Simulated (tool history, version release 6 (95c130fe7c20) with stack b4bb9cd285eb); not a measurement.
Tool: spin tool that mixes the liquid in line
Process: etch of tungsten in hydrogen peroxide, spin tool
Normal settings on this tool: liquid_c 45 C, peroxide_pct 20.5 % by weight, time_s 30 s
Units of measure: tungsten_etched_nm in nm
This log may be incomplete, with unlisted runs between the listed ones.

run   hour  liquid_c  peroxide_pct  time_s  wafers since the last listed run  hours since the thermometer was replaced  hours since the peroxide flow meter was replaced  hours since the heated supply line was repaired  hours since the drum of peroxide was connected  hours since the gauge calibration  read-back film thickness of the tungsten reference wafer, read on the same gauge (nm)  tungsten_etched_nm
  1      0        45          20.5      30                                 0                                    1603.7                                              1980                                           1647.7                                           733.8                              142.2                                                                                     80               23.37
       2.7  -- gauge calibrated
  2    8.7        45          20.5      30                                90                                    1612.4                                            1988.7                                           1656.4                                           742.5                                  6                                                                                  79.99                23.3
  3     18        45          20.5      30                                96                                    1621.7                                              1998                                           1665.7                                           751.8                               15.3                                                                                  80.01               23.02
  4   24.6        45          20.5      30                                68                                    1628.3                                            2004.6                                           1672.3                                           758.4                               21.9                                                                                     80               23.24
  5   35.1        45          20.5      30                               109                                    1638.8                                            2015.1                                           1682.8                                           768.9                               32.4                                                                                  79.99               23.18
  6   49.5        45          20.5      30                               150                                    1653.2                                            2029.5                                           1697.2                                           783.3                               46.8                                                                                  80.01                22.6
  7   56.7        45          20.5      30                                75                                    1660.4                                            2036.7                                           1704.4                                           790.5                                 54                                                                                  80.01               23.12
  8   90.7        45          20.5      30                               354                                    1694.4                                            2070.7                                           1738.4                                           824.5                                 88                                                                                     80               22.89
  9     97        45          20.5      40                                65                                    1700.7                                              2077                                           1744.7                                           830.8                               94.3                                                                                     80               30.18
 10  106.5        45            19      30                                99                                    1710.2                                            2086.5                                           1754.2                                           840.3                              103.8                                                                                  79.98               21.91
     110.9  -- thermometer replaced
     113.4  -- peroxide flow meter replaced
 11  113.8        45            19      30                                55                                       2.9                                               0.4                                           1761.5                                           847.6                              111.1                                                                                  79.98               21.89
 12  123.7        45            19      30                               103                                      12.8                                              10.3                                           1771.4                                           857.5                                121                                                                                  79.99               22.24
     130.7  -- new drum of peroxide connected
 13  135.2        45          20.5      30                               109                                      24.3                                              21.8                                           1782.9                                             4.5                              132.5                                                                                     80               22.61
 14  142.3      54.5            22      15                                74                                      31.4                                              28.9                                             1790                                            11.6                              139.6                                                                                  80.01               21.33
     148.3  -- gauge calibrated
 15  150.7        50          20.5      40                                87                                      39.8                                              37.3                                           1798.4                                              20                                2.4                                                                                  79.99               41.72
 16  161.1      36.5            19      20                               108                                      50.2                                              47.7                                           1808.8                                            30.4                               12.8                                                                                  80.01                8.14
     165.2  -- heated supply line repaired
 17    178        49          20.5      20                               165                                      67.1                                              64.6                                             12.8                                            47.3                               29.7                                                                                     80               24.32
 18  193.4        39          20.5      45                               160                                      82.5                                                80                                             28.2                                            62.7                               45.1                                                                                  80.01               28.63
 19  210.1        42            26      45                               174                                      99.2                                              96.7                                             44.9                                            79.4                               61.8                                                                                  80.01               39.33
 20    219        45          20.5      30                                92                                     108.1                                             105.6                                             53.8                                            88.3                               70.7                                                                                  79.99               28.35
 21  229.3        51            26      40                               107                                     118.4                                             115.9                                             64.1                                            98.6                                 81                                                                                  79.98                61.3
 22  242.2      41.5          25.5      45                               134                                     131.3                                             128.8                                               77                                           111.5                               93.9                                                                                     80                37.6
 23  255.4        45          20.5      15                               137                                     144.5                                               142                                             90.2                                           124.7                              107.1                                                                                  79.99                  14
 24  267.1      36.5            19      20                               122                                     156.2                                             153.7                                            101.9                                           136.4                              118.8                                                                                  80.01               10.47
 25  274.9        45          15.5      30                                81                                       164                                             161.5                                            109.7                                           144.2                              126.6                                                                                  79.99               24.44
 26  288.5        45          20.5      30                               141                                     177.6                                             175.1                                            123.3                                           157.8                              140.2                                                                                  80.01               27.66
 27  297.6      38.5            24      30                                94                                     186.7                                             184.2                                            132.4                                           166.9                              149.3                                                                                  80.01               19.77

What if the next run were any one of these 3? Each begins from the tool's condition after run 27:
  A   298        45          20.5      30                                 4                                     187.1                                             184.6                                            132.8                                           167.3                              149.7                                                                                      ?                   ?
  B   298        45            24      15                                 4                                     187.1                                             184.6                                            132.8                                           167.3                              149.7                                                                                      ?                   ?
  C   298      39.5          15.5      30                                 4                                     187.1                                             184.6                                            132.8                                           167.3                              149.7                                                                                      ?                   ?

run  read-back film thickness of the tungsten reference wafer, read on the same gauge (nm)  tungsten_etched_nm
  A                                                                                  80.01               27.84
  B                                                                                  80.01               15.06
  C                                                                                  80.01               16.98
The same runs, with their run-to-run variation unchanged, on a tool lacking any hidden condition would have given:
run  tungsten_etched_nm
  A               29.15
  B               15.77
  C               17.81
